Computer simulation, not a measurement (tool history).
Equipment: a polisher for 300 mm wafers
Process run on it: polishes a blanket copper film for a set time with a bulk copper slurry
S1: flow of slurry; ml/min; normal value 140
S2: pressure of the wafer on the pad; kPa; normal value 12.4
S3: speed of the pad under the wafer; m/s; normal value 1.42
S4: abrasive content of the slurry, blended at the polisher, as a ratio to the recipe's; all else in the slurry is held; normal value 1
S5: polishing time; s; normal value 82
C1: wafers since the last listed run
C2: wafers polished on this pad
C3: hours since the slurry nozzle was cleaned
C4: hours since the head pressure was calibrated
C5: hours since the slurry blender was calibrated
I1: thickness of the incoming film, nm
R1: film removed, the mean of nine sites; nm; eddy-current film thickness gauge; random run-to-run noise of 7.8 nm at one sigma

run     day   S1    S2    S3   S4   S5   C1    C2     C3     C4     C5      I1      R1
  1       0  140  12.4  1.42    1   82    0   176    463  416.9   46.8  2597.7   809.2
  2     0.6  140  12.4  1.42    1   82  156   332  477.4  431.3   61.2    2635   826.7
  3   1.938  140  12.4  1.42    1   82  348   681  509.5  463.4   93.3  2596.3   825.3
  4   2.458  140  12.4  1.42    1   82  135   817    522  475.9  105.8  2621.1   835.5
  5   3.788  140  12.4  1.42    1   82  346  1164  553.9  507.8  137.7  2654.3   840.5
  6   4.512  140  12.4  1.42    1   82  189  1353  571.3  525.2  155.1  2571.5   833.2
  7   5.333  140  12.4  1.42    1   82  214  1567    591  544.9  174.8  2630.8   828.2
      8.262  -- slurry blender recalibrated
      8.517  -- worn pad replaced by a new one
  8   9.325  140  12.4  1.42    1   82  975   210  686.8  640.7   25.5  2678.5   835.2
  9    11.1  190  12.4  1.18    1   82  462   673  729.4  683.3   68.1  2600.6   724.3
 10  11.683  140  12.4  1.74    1   93  152   825  743.4  697.3   82.1  2592.7  1176.4
 11  14.096  140  12.4  1.42    1   82  629  1454  801.3  755.2    140  2661.5     841
 12    15.3  140  10.3  1.66    1   82  313  1768  830.2  784.1  168.9  2640.6   867.2
 13  16.725  125  12.4  1.42    1   82  371  2139  864.4  818.3  203.1  2583.6   825.3
     17.621  -- slurry blender recalibrated
     17.925  -- head pressure recalibrated
 14  18.025  140  12.4  1.76    1   82  295  2435  895.6    2.4    9.7  2590.6   982.2
     18.538  -- worn pad replaced by a new one, of another model than before
 15  18.629  140  12.4  1.42    1   82  114    24  910.1   16.9   24.2  2600.3   791.8
 16  19.483  185    11   1.6    1   82  222   247  930.6   37.4   44.7  2625.5     891
 17   20.75  155  12.4  1.08  1.3   82  330   577    961   67.8   75.1  2600.8   719.6
     21.271  -- slurry nozzle cleaned
 18  22.242  140  12.4  1.42    1   82  378   955   23.3  103.6  110.9  2613.5   797.9
 19  23.554  160  12.4  1.42    1   82  342  1297   54.8  135.1  142.4  2643.5   831.7
 20      25  115  15.9  1.42    1   82  377  1674   89.5  169.8  177.1  2638.9   866.4
 21  25.729  105  12.4  1.42  0.8   82  190  1864    107  187.3  194.6  2675.2   687.6
 22  26.254  140  12.4  1.12    1   74  136  2001  119.6  199.9  207.2  2636.4   616.1
     26.592  -- slurry blender recalibrated
 23  27.004  180  12.4  1.74    1   82  173  2175  137.6  217.9    9.9  2666.4  1000.2
 24  27.692  155  12.4  1.42    1   82  179  2354  154.1  234.4   26.4  2633.9   821.4
 25  28.367  140  12.4  1.42    1  108  176  2530  170.3  250.6   42.6  2614.9  1041.5
     28.883  -- worn pad replaced by a new one
 26  28.929  140  12.4  1.42  0.9   82  103    12  183.8  264.1   56.1  2613.9   795.7
 27  30.354  140  12.4  1.42    1   82  371   383    218  298.3   90.3  2679.5   803.6
 28  30.988  140  15.9  1.06    1   82  165   548  233.2  313.5  105.5  2624.8   763.3
 29  31.833  140  12.4  1.42  1.3  104  220   769  253.5  333.8  125.8  2635.2  1121.1
 30  32.708  140  12.4  1.86  1.2   82  228   997  274.5  354.8  146.8  2642.5  1014.3

Each row is a separate what-if for the run after 30, all from the same tool condition, not one after another. Results?
  A  32.729  140  12.4  1.42   1.3   82   5  1002  275  355.3  147.3  2651.7   ?
  B  32.729  160  12.4  0.98  0.85  100   5  1002  275  355.3  147.3  2651.7   ?
  C  32.729   95   9.7  1.42     1  106   5  1002  275  355.3  147.3  2651.7   ?
  D  32.729  165  15.2  1.42     1   82   5  1002  275  355.3  147.3  2651.7   ?

run     R1
  A  854.1
  B  767.1
  C  809.9
  D  910.7
With the hidden condition removed and each run's random variation left untouched, the same runs would have given:
run     R1
  A  833.5
  B  748.6
  C  790.4
  D  888.7
